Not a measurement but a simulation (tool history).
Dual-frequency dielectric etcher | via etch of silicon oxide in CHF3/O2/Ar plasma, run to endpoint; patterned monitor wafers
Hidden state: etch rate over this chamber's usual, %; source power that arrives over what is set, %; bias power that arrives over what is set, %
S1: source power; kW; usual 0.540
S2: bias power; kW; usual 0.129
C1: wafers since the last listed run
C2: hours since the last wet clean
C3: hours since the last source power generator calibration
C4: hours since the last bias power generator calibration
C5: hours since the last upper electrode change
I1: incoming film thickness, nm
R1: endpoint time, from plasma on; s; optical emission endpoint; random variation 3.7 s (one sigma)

Run 1, hour 0.0: usual settings but S1 0.470 kW, S2 0.147 kW; C1 0; C2 358.5; C3 4274.9; C4 3911.7; C5 3808.3; I1 716.8. Result: R1 455.1 s.
Run 2, hour 12.9: usual settings; C1 68; C2 371.4; C3 4287.8; C4 3924.6; C5 3821.2; I1 721.8. Result: R1 465.2 s.
Run 3, hour 23.7: usual settings; C1 57; C2 382.2; C3 4298.6; C4 3935.4; C5 3832.0; I1 719.6. Result: R1 458.3 s.
Run 4, hour 29.9: usual settings; C1 32; C2 388.4; C3 4304.8; C4 3941.6; C5 3838.2; I1 722.2. Result: R1 455.2 s.
Run 5, hour 39.5: usual settings; C1 50; C2 398.0; C3 4314.4; C4 3951.2; C5 3847.8; I1 722.6. Result: R1 453.8 s.
Run 6, hour 46.4: usual settings; C1 36; C2 404.9; C3 4321.3; C4 3958.1; C5 3854.7; I1 720.8. Result: R1 454.0 s.
Run 7, hour 54.1: usual settings but S2 0.144 kW; C1 40; C2 412.6; C3 4329.0; C4 3965.8; C5 3862.4; I1 721.7. Result: R1 440.4 s.
Run 8, hour 71.1: usual settings; C1 89; C2 429.6; C3 4346.0; C4 3982.8; C5 3879.4; I1 716.4. Result: R1 453.7 s.
Run 9, hour 84.5: usual settings; C1 70; C2 443.0; C3 4359.4; C4 3996.2; C5 3892.8; I1 721.6. Result: R1 461.5 s.
Run 10, hour 101.7: usual settings; C1 90; C2 460.2; C3 4376.6; C4 4013.4; C5 3910.0; I1 717.7. Result: R1 452.6 s.
Run 11, hour 110.6: usual settings; C1 47; C2 469.1; C3 4385.5; C4 4022.3; C5 3918.9; I1 710.7. Result: R1 448.2 s.
At hour 134.7: upper electrode replaced.
Run 12, hour 135.2: usual settings; C1 3; C2 493.7; C3 4410.1; C4 4046.9; C5 0.5; I1 713.5. Result: R1 448.6 s.
Run 13, hour 145.1: usual settings; C1 52; C2 503.6; C3 4420.0; C4 4056.8; C5 10.4; I1 716.4. Result: R1 455.4 s.
Run 14, hour 156.6: usual settings; C1 60; C2 515.1; C3 4431.5; C4 4068.3; C5 21.9; I1 713.3. Result: R1 455.4 s.
Run 15, hour 163.5: usual settings; C1 36; C2 522.0; C3 4438.4; C4 4075.2; C5 28.8; I1 718.4. Result: R1 457.0 s.
Run 16, hour 176.5: usual settings but S1 0.600 kW, S2 0.154 kW; C1 68; C2 535.0; C3 4451.4; C4 4088.2; C5 41.8; I1 720.5. Result: R1 429.2 s.
At hour 180.6: source power generator calibrated.
At hour 192.1: bias power generator calibrated.
Run 17, hour 192.8: usual settings; C1 43; C2 551.3; C3 12.2; C4 0.7; C5 58.1; I1 723.5. Result: R1 453.6 s.
Run 18, hour 204.1: usual settings but S2 0.108 kW; C1 59; C2 562.6; C3 23.5; C4 12.0; C5 69.4; I1 716.7. Result: R1 477.2 s.
Run 19, hour 215.2: usual settings; C1 58; C2 573.7; C3 34.6; C4 23.1; C5 80.5; I1 717.1. Result: R1 456.9 s.
Run 20, hour 227.3: usual settings; C1 63; C2 585.8; C3 46.7; C4 35.2; C5 92.6; I1 719.2. Result: R1 453.5 s.
Run 21, hour 245.0: usual settings but S1 0.500 kW, S2 0.141 kW; C1 93; C2 603.5; C3 64.4; C4 52.9; C5 110.3; I1 720.8. Result: R1 452.3 s.
At hour 269.0: wet clean of the chamber.
Run 22, hour 269.5: usual settings but S1 0.430 kW; C1 2; C2 0.5; C3 88.9; C4 77.4; C5 134.8; I1 716.9. Result: R1 487.5 s.
Run 23, hour 270.0: usual settings but S1 0.670 kW, S2 0.149 kW; C1 2; C2 1.0; C3 89.4; C4 77.9; C5 135.3; I1 712.4. Result: R1 414.8 s.
Run 24, hour 285.2: usual settings; C1 80; C2 16.2; C3 104.6; C4 93.1; C5 150.5; I1 710.1. Result: R1 445.3 s.
Run 25, hour 302.2: usual settings but S1 0.490 kW, S2 0.100 kW; C1 89; C2 33.2; C3 121.6; C4 110.1; C5 167.5; I1 711.7. Result: R1 484.2 s.
Run 26, hour 355.1: usual settings but S1 0.580 kW, S2 0.121 kW; C1 279; C2 86.1; C3 174.5; C4 163.0; C5 220.4; I1 715.7. Result: R1 449.9 s.
Run 27, hour 366.3: usual settings; C1 59; C2 97.3; C3 185.7; C4 174.2; C5 231.6; I1 722.8. Result: R1 463.6 s.
Run 28, hour 381.6: usual settings; C1 80; C2 112.6; C3 201.0; C4 189.5; C5 246.9; I1 713.4. Result: R1 451.2 s.
Run 29, hour 396.9: usual settings but S1 0.440 kW, S2 0.103 kW; C1 80; C2 127.9; C3 216.3; C4 204.8; C5 262.2; I1 712.1. Result: R1 497.9 s.
Run 30, hour 404.5: usual settings but S1 0.600 kW, S2 0.118 kW; C1 40; C2 135.5; C3 223.9; C4 212.4; C5 269.8; I1 717.4. Result: R1 452.1 s.
Run 31, hour 421.0: usual settings but S1 0.660 kW, S2 0.157 kW; C1 87; C2 152.0; C3 240.4; C4 228.9; C5 286.3; I1 716.8. Result: R1 419.7 s.
Run 32, hour 436.3: usual settings but S1 0.400 kW; C1 80; C2 167.3; C3 255.7; C4 244.2; C5 301.6; I1 720.2. Result: R1 494.0 s.
Run 33, hour 447.0: usual settings; C1 56; C2 178.0; C3 266.4; C4 254.9; C5 312.3; I1 715.9. Result: R1 452.6 s.
Run 34, hour 454.0: usual settings but S2 0.148 kW; C1 37; C2 185.0; C3 273.4; C4 261.9; C5 319.3; I1 722.9. Result: R1 438.6 s.
Run 35, hour 466.8: usual settings; C1 67; C2 197.8; C3 286.2; C4 274.7; C5 332.1; I1 713.3. Result: R1 443.2 s.
Run 36, hour 483.9: usual settings but S1 0.670 kW, S2 0.139 kW; C1 90; C2 214.9; C3 303.3; C4 291.8; C5 349.2; I1 719.0. Result: R1 423.4 s.

How the hidden state differs across the entries between the runs, from the last listed run before each to the first after it:
Between runs 11 and 12: upper electrode replaced (hour 134.7)
  no hidden state differs between the two runs
Between runs 16 and 17: source power generator calibrated (hour 180.6); bias power generator calibrated (hour 192.1)
  no hidden state differs between the two runs
Between runs 21 and 22: wet clean of the chamber (hour 269.0)
  no hidden state differs between the two runs
